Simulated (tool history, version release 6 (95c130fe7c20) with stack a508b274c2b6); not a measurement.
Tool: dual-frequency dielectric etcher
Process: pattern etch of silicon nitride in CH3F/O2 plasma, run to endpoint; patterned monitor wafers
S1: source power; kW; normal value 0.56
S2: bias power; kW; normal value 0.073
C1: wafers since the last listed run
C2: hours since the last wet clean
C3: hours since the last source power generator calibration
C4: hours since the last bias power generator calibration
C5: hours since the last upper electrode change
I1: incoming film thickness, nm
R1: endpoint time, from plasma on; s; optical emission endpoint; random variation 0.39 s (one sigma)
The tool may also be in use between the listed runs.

run	hour	S1	S2	C1	C2	C3	C4	C5	I1	R1
1	0	0.56	0.073	0	382.1	4266.4	1899.3	5158.9	89.5	82.7
2	6.5	0.56	0.073	49	388.6	4272.9	1905.8	5165.4	89.4	81.7
3	24.4	0.56	0.073	135	406.5	4290.8	1923.7	5183.3	89.3	80.9
4	33.5	0.56	0.084	68	415.6	4299.9	1932.8	5192.4	89.2	76.6
5	44.3	0.56	0.084	81	426.4	4310.7	1943.6	5203.2	89.6	76.7
# hour 70.2: upper electrode replaced
6	70.7	0.56	0.084	18	452.8	4337.1	1970	0.5	90	77.2
7	71.1	0.56	0.069	3	453.2	4337.5	1970.4	0.9	90	84.2
# hour 80.9: source power generator calibrated
8	81.4	0.56	0.069	47	463.5	0.5	1980.7	11.2	89.6	83.1
9	88.7	0.56	0.069	55	470.8	7.8	1988	18.5	89.2	82.2
10	98.1	0.56	0.073	71	480.2	17.2	1997.4	27.9	89.6	81.5
11	117.3	0.56	0.083	145	499.4	36.4	2016.6	47.1	89	76
# hour 124.7: bias power generator calibrated
12	130.9	0.62	0.067	72	513	50	6.2	60.7	90.2	80.9
# hour 166.1: wet clean of the chamber
13	166.6	0.56	0.073	88	0.5	85.7	41.9	96.4	89.6	84.2
14	167	0.46	0.059	3	0.9	86.1	42.3	96.8	89.5	100.7
15	169.7	0.61	0.06	20	3.6	88.8	45	99.5	89.2	87.7
16	177.3	0.56	0.073	57	11.2	96.4	52.6	107.1	89.4	84.2
17	189.4	0.64	0.065	91	23.3	108.5	64.7	119.2	89	83.4
18	202.6	0.56	0.073	99	36.5	121.7	77.9	132.4	90.2	85.2
19	208.8	0.43	0.084	46	42.7	127.9	84.1	138.6	89.2	88.3
20	225.9	0.56	0.063	129	59.8	145	101.2	155.7	88.8	89.7

The same runs without the tool's hidden state, with the same run-to-run variation:
Hidden state at play: etch rate over this chamber's usual, %; source power that arrives over what is set, %; bias power that arrives over what is set, %.
run	R1
1	85.6
2	84.6
3	83.9
4	79.5
5	79.7
6	80.5
7	87.7
8	86.7
9	85.8
10	85.1
11	79.6
12	84.7
13	84.5
14	101
15	88
16	84.6
17	83.9
18	85.8
19	89
20	90.6
